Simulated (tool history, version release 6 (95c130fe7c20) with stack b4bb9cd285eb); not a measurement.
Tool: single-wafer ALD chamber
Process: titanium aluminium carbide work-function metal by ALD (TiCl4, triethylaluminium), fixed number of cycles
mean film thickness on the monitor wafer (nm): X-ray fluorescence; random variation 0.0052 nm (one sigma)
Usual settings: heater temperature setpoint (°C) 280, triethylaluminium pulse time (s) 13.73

run	day	heater temperature setpoint (°C)	triethylaluminium pulse time (s)	read-back reference wafer on the same gauge, thickness_nm	mean film thickness on the monitor wafer (nm)
1	0.000	280	13.73	1.656	2.047
2	2.679	269	13.73	1.657	1.940
3	5.612	270	17.58	1.656	1.952
4	8.471	270	17.58	1.659	1.949
5	11.150	292	13.73	1.659	2.180
6	13.379	292	13.73	1.661	2.193
7	16.021	280	13.73	1.661	2.059
8	18.725	280	13.73	1.663	2.067
9	21.429	280	13.73	1.665	2.061
10	23.875	280	13.73	1.667	2.063
# day 24.233: showerhead replaced
11	26.558	280	9.95	1.668	2.037
12	27.912	280	9.95	1.669	2.042
13	30.188	280	13.73	1.670	2.069
# day 31.800: thermocouple changed; heater temperature recalibrated
14	31.821	280	13.73	1.673	2.063
15	34.467	270	10.33	1.674	1.949
16	36.075	276	8.25	1.675	1.982
17	37.825	268	13.73	1.677	1.946
18	39.571	276	17.70	1.679	2.041
19	41.504	287	11.30	1.679	2.136
# day 42.725: triethylaluminium bottle replaced
20	42.746	280	13.73	1.682	2.077
21	44.400	291	13.73	1.683	2.206
22	45.725	270	8.63	1.685	1.948
# day 47.942: gauge calibrated
23	48.171	289	16.52	1.653	2.147
24	50.958	275	15.77	1.653	1.995
25	59.746	280	13.73	1.652	2.050
26	61.750	268	13.73	1.655	1.918
27	64.646	284	15.30	1.655	2.095
28	66.325	280	9.88	1.656	2.025
29	67.512	286	13.73	1.655	2.112

The tool's hidden state at each run:
wafer temperature above the value expected at the setpoint (K): 0 in every run
triethylaluminium dose above that of a fresh bottle (%): 0 in every run
H1: gauge reads high (%)
run	H1
1	0.333
2	0.38
3	0.44
4	0.506
5	0.575
6	0.638
7	0.718
8	0.806
9	0.901
10	0.993
11	1.1
12	1.16
13	1.26
14	1.33
15	1.46
16	1.53
17	1.62
18	1.72
19	1.82
20	1.89
21	1.98
22	2.06
23	0.156
24	0.16
25	0.221
26	0.245
27	0.286
28	0.313
29	0.334

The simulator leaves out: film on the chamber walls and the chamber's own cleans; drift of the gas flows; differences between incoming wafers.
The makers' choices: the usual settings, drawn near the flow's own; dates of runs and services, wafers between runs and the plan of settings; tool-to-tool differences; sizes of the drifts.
